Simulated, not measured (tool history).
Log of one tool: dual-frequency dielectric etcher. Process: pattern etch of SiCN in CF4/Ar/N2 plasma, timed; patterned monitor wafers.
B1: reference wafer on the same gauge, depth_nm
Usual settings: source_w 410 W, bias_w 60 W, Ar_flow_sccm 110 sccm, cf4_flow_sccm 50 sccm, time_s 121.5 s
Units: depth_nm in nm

{"run": 1, "hour": 0.0, "source_w": 410, "bias_w": 60, "Ar_flow_sccm": 110, "cf4_flow_sccm": 50, "time_s": 121.5, "B1": 85.2, "depth_nm": 79.1}
{"run": 2, "hour": 66.6, "source_w": 410, "bias_w": 60, "Ar_flow_sccm": 110, "cf4_flow_sccm": 50, "time_s": 121.5, "B1": 85.2, "depth_nm": 79.1}
{"run": 3, "hour": 103.3, "source_w": 410, "bias_w": 60, "Ar_flow_sccm": 110, "cf4_flow_sccm": 50, "time_s": 121.5, "B1": 85.2, "depth_nm": 79.4}
{"run": 4, "hour": 142.5, "source_w": 410, "bias_w": 60, "Ar_flow_sccm": 110, "cf4_flow_sccm": 50, "time_s": 121.5, "B1": 85.2, "depth_nm": 79.3}
{"hour": 219.2, "done": "upper electrode replaced"}
{"hour": 225.2, "done": "wet clean of the chamber"}
{"run": 5, "hour": 225.8, "source_w": 410, "bias_w": 60, "Ar_flow_sccm": 110, "cf4_flow_sccm": 50, "time_s": 121.5, "B1": 85.2, "depth_nm": 79.5}
{"run": 6, "hour": 263.2, "source_w": 410, "bias_w": 60, "Ar_flow_sccm": 110, "cf4_flow_sccm": 50, "time_s": 121.5, "B1": 85.2, "depth_nm": 79.2}
{"run": 7, "hour": 364.9, "source_w": 410, "bias_w": 60, "Ar_flow_sccm": 110, "cf4_flow_sccm": 50, "time_s": 121.5, "B1": 85.2, "depth_nm": 79.4}
{"run": 8, "hour": 407.7, "source_w": 410, "bias_w": 60, "Ar_flow_sccm": 110, "cf4_flow_sccm": 50, "time_s": 114, "B1": 85.2, "depth_nm": 74.6}
{"run": 9, "hour": 475.5, "source_w": 440, "bias_w": 60, "Ar_flow_sccm": 128, "cf4_flow_sccm": 50, "time_s": 121.5, "B1": 85.2, "depth_nm": 83}
{"hour": 582.8, "done": "wet clean of the chamber"}
{"run": 10, "hour": 658.7, "source_w": 410, "bias_w": 60, "Ar_flow_sccm": 110, "cf4_flow_sccm": 50, "time_s": 121.5, "B1": 85.2, "depth_nm": 79.2}
{"hour": 668.6, "done": "CF4 flow controller replaced"}
{"hour": 686.3, "done": "bias power generator calibrated"}
{"hour": 741.2, "done": "gauge calibrated"}
{"run": 11, "hour": 765.8, "source_w": 410, "bias_w": 60, "Ar_flow_sccm": 110, "cf4_flow_sccm": 50, "time_s": 121.5, "B1": 85.2, "depth_nm": 79.1}
{"hour": 820.9, "done": "source power generator calibrated"}
{"hour": 829.0, "done": "Ar flow controller replaced"}
{"run": 12, "hour": 842.5, "source_w": 410, "bias_w": 64, "Ar_flow_sccm": 97, "cf4_flow_sccm": 50, "time_s": 121.5, "B1": 85.2, "depth_nm": 82.6}
{"hour": 908.9, "done": "wet clean of the chamber"}
{"run": 13, "hour": 943.5, "source_w": 410, "bias_w": 47, "Ar_flow_sccm": 97, "cf4_flow_sccm": 50, "time_s": 121.5, "B1": 85.2, "depth_nm": 73.4}
{"run": 14, "hour": 993.2, "source_w": 330, "bias_w": 60, "Ar_flow_sccm": 110, "cf4_flow_sccm": 45, "time_s": 134, "B1": 85.3, "depth_nm": 70.2}
{"run": 15, "hour": 1033.2, "source_w": 340, "bias_w": 60, "Ar_flow_sccm": 110, "cf4_flow_sccm": 50, "time_s": 121.5, "B1": 85.2, "depth_nm": 66.7}
{"run": 16, "hour": 1106.9, "source_w": 410, "bias_w": 60, "Ar_flow_sccm": 134, "cf4_flow_sccm": 43, "time_s": 146.5, "B1": 85.2, "depth_nm": 90.6}
{"run": 17, "hour": 1146.3, "source_w": 410, "bias_w": 46, "Ar_flow_sccm": 110, "cf4_flow_sccm": 50, "time_s": 121.5, "B1": 85.2, "depth_nm": 71.4}
{"run": 18, "hour": 1251.1, "source_w": 410, "bias_w": 60, "Ar_flow_sccm": 110, "cf4_flow_sccm": 50, "time_s": 135, "B1": 85.2, "depth_nm": 88}
{"hour": 1276.9, "done": "wet clean of the chamber"}
{"run": 19, "hour": 1288.2, "source_w": 410, "bias_w": 60, "Ar_flow_sccm": 110, "cf4_flow_sccm": 40, "time_s": 121.5, "B1": 85.2, "depth_nm": 75.8}
{"run": 20, "hour": 1356.9, "source_w": 350, "bias_w": 74, "Ar_flow_sccm": 92, "cf4_flow_sccm": 50, "time_s": 151, "B1": 85.2, "depth_nm": 94.2}
{"run": 21, "hour": 1410.6, "source_w": 410, "bias_w": 49, "Ar_flow_sccm": 99, "cf4_flow_sccm": 50, "time_s": 121.5, "B1": 85.2, "depth_nm": 73.9}

4 ways to go on from here, each from the tool as it stands after run 21. What would each give?
{"run": "A", "hour": 1411.1, "source_w": 410, "bias_w": 60, "Ar_flow_sccm": 110, "cf4_flow_sccm": 50, "time_s": 121.5, "B1": "?", "depth_nm": "?"}
{"run": "B", "hour": 1411.1, "source_w": 410, "bias_w": 46, "Ar_flow_sccm": 110, "cf4_flow_sccm": 57, "time_s": 121.5, "B1": "?", "depth_nm": "?"}
{"run": "C", "hour": 1411.1, "source_w": 480, "bias_w": 60, "Ar_flow_sccm": 110, "cf4_flow_sccm": 50, "time_s": 151.5, "B1": "?", "depth_nm": "?"}
{"run": "D", "hour": 1411.1, "source_w": 410, "bias_w": 73, "Ar_flow_sccm": 121, "cf4_flow_sccm": 50, "time_s": 155.5, "B1": "?", "depth_nm": "?"}

run=A B1=85.2 depth_nm=79.3
run=B B1=85.2 depth_nm=73.3
run=C B1=85.2 depth_nm=114.1
run=D B1=85.2 depth_nm=108.7
Without the tool's hidden state the same runs would have given:
run=A depth_nm=79.3
run=B depth_nm=73.3
run=C depth_nm=114.1
run=D depth_nm=108.7

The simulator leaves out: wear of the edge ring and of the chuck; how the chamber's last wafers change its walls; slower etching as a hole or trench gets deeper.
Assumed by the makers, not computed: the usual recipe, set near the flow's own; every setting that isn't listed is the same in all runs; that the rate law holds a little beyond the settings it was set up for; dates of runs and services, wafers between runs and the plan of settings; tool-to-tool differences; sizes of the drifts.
